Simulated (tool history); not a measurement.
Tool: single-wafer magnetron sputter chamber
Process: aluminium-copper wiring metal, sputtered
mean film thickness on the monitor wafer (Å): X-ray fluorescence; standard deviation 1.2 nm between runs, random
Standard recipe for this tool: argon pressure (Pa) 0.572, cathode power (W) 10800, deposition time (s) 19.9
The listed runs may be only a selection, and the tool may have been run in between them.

run   hour  argon pressure (Pa)  cathode power (W)  deposition time (s)  read-back reference wafer on the same gauge, thickness_nm  mean film thickness on the monitor wafer (Å)
  1      0                0.572              10800                 19.9                                                    322.358                                        3747.4
  2   44.5                0.572              10800                 19.9                                                    322.767                                       3755.42
      63.1  -- magnet pack replaced
      64.3  -- sputter target and shields replaced
  3   64.8                0.572              10800                 17.6                                                    322.829                                       3314.12
  4   74.4                0.572              10800                 17.6                                                    322.886                                       3319.52
      78.2  -- gauge calibrated
  5   90.4                0.498              10800                 19.9                                                    322.705                                       3879.29
  6  105.5                0.498              10800                 19.9                                                    323.046                                       3867.99
  7  118.5                0.498              10800                 19.9                                                    322.774                                       3864.37
  8  132.5                0.572              10800                 19.9                                                    323.217                                       3757.83
  9  138.9                 0.43              13400                 22.2                                                    323.124                                       5466.37
 10  146.6                0.753              11950                 17.7                                                    322.731                                       3448.09
     159.7  -- capacitance manometer re-zeroed and calibrated
 11  162.9                0.572              10800                 19.9                                                    323.023                                       3745.48
 12  175.3                0.364              10800                 21.7                                                     323.13                                       4434.78
 13  181.3                0.418              10800                 19.9                                                    323.235                                       3998.16
 14    194                0.764               8600                   21                                                    322.999                                       2929.36
 15  206.9                 0.51               8800                 16.1                                                    322.717                                        2528.5

Branching from run 15: 5 alternative next runs. What would each branch give?
  A  207.3                0.572              10800                 23.9                                                          ?                                             ?
  B  207.3                 0.63               8850                 16.3                                                          ?                                             ?
  C  207.3                0.507              10800                 16.9                                                          ?                                             ?
  D  207.3                0.641              10800                 19.9                                                          ?                                             ?
  E  207.3                0.655              10800                 19.9                                                          ?                                             ?

run  read-back reference wafer on the same gauge, thickness_nm  mean film thickness on the monitor wafer (Å)
  A                                                    323.371                                       4510.97
  B                                                    323.371                                        2464.1
  C                                                    323.371                                       3273.31
  D                                                    323.371                                       3655.39
  E                                                    323.371                                       3635.45
With the hidden condition removed and each run's random variation left untouched, the same runs would have given:
run  mean film thickness on the monitor wafer (Å)
  A                                       4510.97
  B                                        2464.1
  C                                       3273.31
  D                                       3655.39
  E                                       3635.45
